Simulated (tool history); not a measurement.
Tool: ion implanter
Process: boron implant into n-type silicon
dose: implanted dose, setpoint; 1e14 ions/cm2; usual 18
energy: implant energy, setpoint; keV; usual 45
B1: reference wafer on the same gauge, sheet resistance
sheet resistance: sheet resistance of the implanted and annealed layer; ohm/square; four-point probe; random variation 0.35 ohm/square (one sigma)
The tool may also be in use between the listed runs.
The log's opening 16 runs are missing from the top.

Run 17, hour 776.7: usual settings but dose 16.47 1e14 ions/cm2, energy 51.5 keV; B1 78.45. Result: sheet resistance 79.04 ohm/square.
Run 18, hour 840.7: usual settings; B1 78. Result: sheet resistance 73.98 ohm/square.
Run 19, hour 864.9: usual settings but dose 14.93 1e14 ions/cm2; B1 77.95. Result: sheet resistance 85.7 ohm/square.
Run 20, hour 930: usual settings; B1 77.87. Result: sheet resistance 73.41 ohm/square.
Run 21, hour 959.4: usual settings but energy 51.5 keV; B1 77.66. Result: sheet resistance 72.7 ohm/square.
Run 22, hour 997.4: usual settings; B1 77.36. Result: sheet resistance 73.27 ohm/square.
Run 23, hour 1053.4: usual settings but dose 19.84 1e14 ions/cm2, energy 54 keV; B1 77.32. Result: sheet resistance 66.97 ohm/square.
Run 24, hour 1105.4: usual settings but dose 12.63 1e14 ions/cm2, energy 34.5 keV; B1 76.89. Result: sheet resistance 97.38 ohm/square.
Run 25, hour 1175.2: usual settings; B1 77.02. Result: sheet resistance 72.98 ohm/square.
Run 26, hour 1231: usual settings but dose 14.5 1e14 ions/cm2, energy 41 keV; B1 76.86. Result: sheet resistance 86.18 ohm/square.
Run 27, hour 1295.3: usual settings but dose 22.17 1e14 ions/cm2; B1 76.59. Result: sheet resistance 62.55 ohm/square.
At hour 1315.4: Faraday cup replaced and dose calibrated.
Run 28, hour 1325.9: usual settings; B1 76.52. Result: sheet resistance 72.73 ohm/square.
Run 29, hour 1351: usual settings; B1 76.45. Result: sheet resistance 72.73 ohm/square.
Run 30, hour 1416.6: usual settings but dose 14.61 1e14 ions/cm2, energy 55 keV; B1 76.42. Result: sheet resistance 83.76 ohm/square.
Run 31, hour 1453.9: usual settings; B1 76.25. Result: sheet resistance 72.61 ohm/square.
At hour 1468.8: extraction supply calibrated.
Run 32, hour 1507.5: usual settings but energy 31 keV; B1 76.09. Result: sheet resistance 75.26 ohm/square.
Run 33, hour 1544.5: usual settings but dose 21.72 1e14 ions/cm2, energy 37 keV; B1 76.19. Result: sheet resistance 64.93 ohm/square.
Run 34, hour 1592.8: usual settings; B1 76.06. Result: sheet resistance 71.7 ohm/square.
Run 35, hour 1642: usual settings but dose 22.62 1e14 ions/cm2, energy 58.5 keV; B1 76.17. Result: sheet resistance 59.63 ohm/square.
Run 36, hour 1707.1: usual settings but energy 33.5 keV; B1 75.97. Result: sheet resistance 74.48 ohm/square.
Run 37, hour 1801.9: usual settings but dose 12.67 1e14 ions/cm2, energy 29.5 keV; B1 75.62. Result: sheet resistance 96.43 ohm/square.
Run 38, hour 1997.6: usual settings; B1 75.65. Result: sheet resistance 71.83 ohm/square.

3 ways to go on from here, each from the tool as it stands after run 38. What would each give?
Run A, hour 1998: usual settings; B1 ?. Result: sheet resistance ?.
Run B, hour 1998: usual settings but dose 16.37 1e14 ions/cm2, energy 31 keV; B1 ?. Result: sheet resistance ?.
Run C, hour 1998: usual settings but dose 21.06 1e14 ions/cm2, energy 53.5 keV; B1 ?. Result: sheet resistance ?.

run     B1  sheet resistance
  A  75.63             71.65
  B  75.63             79.31
  C  75.63             62.97
Had the tool no hidden state, the same runs would have come out as:
run  sheet resistance
  A             75.43
  B              83.5
  C              66.3

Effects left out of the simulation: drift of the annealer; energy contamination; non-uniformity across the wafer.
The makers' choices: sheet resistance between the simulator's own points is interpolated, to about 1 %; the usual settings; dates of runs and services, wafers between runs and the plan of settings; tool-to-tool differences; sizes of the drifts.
